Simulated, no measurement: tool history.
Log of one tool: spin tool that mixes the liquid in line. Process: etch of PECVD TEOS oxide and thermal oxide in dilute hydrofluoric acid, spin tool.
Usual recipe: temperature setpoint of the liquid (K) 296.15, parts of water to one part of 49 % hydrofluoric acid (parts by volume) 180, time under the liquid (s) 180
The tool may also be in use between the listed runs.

run,day,temperature setpoint of the liquid (K),parts of water to one part of 49 % hydrofluoric acid (parts by volume),time under the liquid (s),"read-back film thickness of the PECVD TEOS oxide reference wafer, read on the same gauge (nm)","read-back film thickness of the thermal oxide reference wafer, read on the same gauge (nm)",thickness taken off the PECVD TEOS oxide on a monitor wafer (angstrom),thickness taken off the thermal oxide on a monitor wafer (angstrom)
1,0,299.65,180,180,120,110.013,339.7,51.55
2,1.454,296.15,180,180,119.99,110.009,298.9,45.34
3,2.396,296.15,180,180,120.02,110.029,297.7,45.26
4,3.946,296.15,180,180,119.99,109.982,296.8,45.12
5,5.096,294.15,180,95,120.02,110.025,146.1,22.16
6,6.254,294.15,180,95,119.96,110.014,150.8,22.91
7,10.688,294.15,180,95,120,109.996,137.6,20.95
8,11.758,296.15,180,180,120,110.021,282.1,43.15
9,12.317,296.15,180,180,120.01,110.049,282.9,42.43
10,13.783,294.15,180,180,120,109.994,261,39.64
11,14.775,296.15,180,180,120.01,109.992,281.8,42.2
12,15.467,292.65,180,180,120.02,109.962,247.6,37.41
13,16.296,296.15,220,150,119.99,109.979,185.2,27.82
14,17.375,296.15,180,180,120.01,109.935,282.4,42.97
15,18.838,294.15,180,180,120.01,110.015,262.7,40.17
16,19.408,293.65,180,180,120.02,109.973,256,38.81
17,20.892,296.15,205,180,119.97,110.008,241.9,36.94
18,22.308,296.15,180,180,119.98,109.971,283.3,42.86
19,26.1,291.65,95,145,120.01,110.021,397,60.21
20,27.521,296.15,215,180,119.98,109.944,230,34.99
21,28.296,296.15,180,180,119.99,110.033,283.2,43.52
22,29.096,298.15,180,85,119.98,110.049,144.5,22.07
23,29.662,293.15,250,240,120,109.996,227.9,34.37
24,31.133,292.15,100,285,120.04,110.024,758.2,114.03
25,32.125,296.15,145,180,120,109.948,367.3,55.78

Not shown: 3 entries that the log had between the listed runs. Between which runs, and how does the tool's hidden state differ before and after?
Run 5 -> run 6: hydrofluoric acid flow meter replaced (day 5.408)
  liquid hotter than its thermometer reads (K): 2.66 -> 2.69; hydrofluoric acid flow below the setpoint (%): 2.41 -> 0.0696
  difference, measured minus the result without the unlogged condition, thickness taken off the PECVD TEOS oxide on a monitor wafer (angstrom): +10.2 -> +14.6; thickness taken off the thermal oxide on a monitor wafer (angstrom): +1.54 -> +2.21
Run 6 -> run 7: thermometer replaced (day 8.104)
  liquid hotter than its thermometer reads (K): 2.69 -> 0.436; hydrofluoric acid flow below the setpoint (%): 0.0696 -> 0.279
  difference, measured minus the result without the unlogged condition, thickness taken off the PECVD TEOS oxide on a monitor wafer (angstrom): +14.6 -> +1.9; thickness taken off the thermal oxide on a monitor wafer (angstrom): +2.21 -> +0.28
Run 17 -> run 18: gauge calibrated (day 21.242)
  liquid hotter than its thermometer reads (K): 0.72 -> 0.759; hydrofluoric acid flow below the setpoint (%): 0.76 -> 0.827
  difference, measured minus the result without the unlogged condition, thickness taken off the PECVD TEOS oxide on a monitor wafer (angstrom): +4.1 -> +5.2; thickness taken off the thermal oxide on a monitor wafer (angstrom): +0.64 -> +0.79
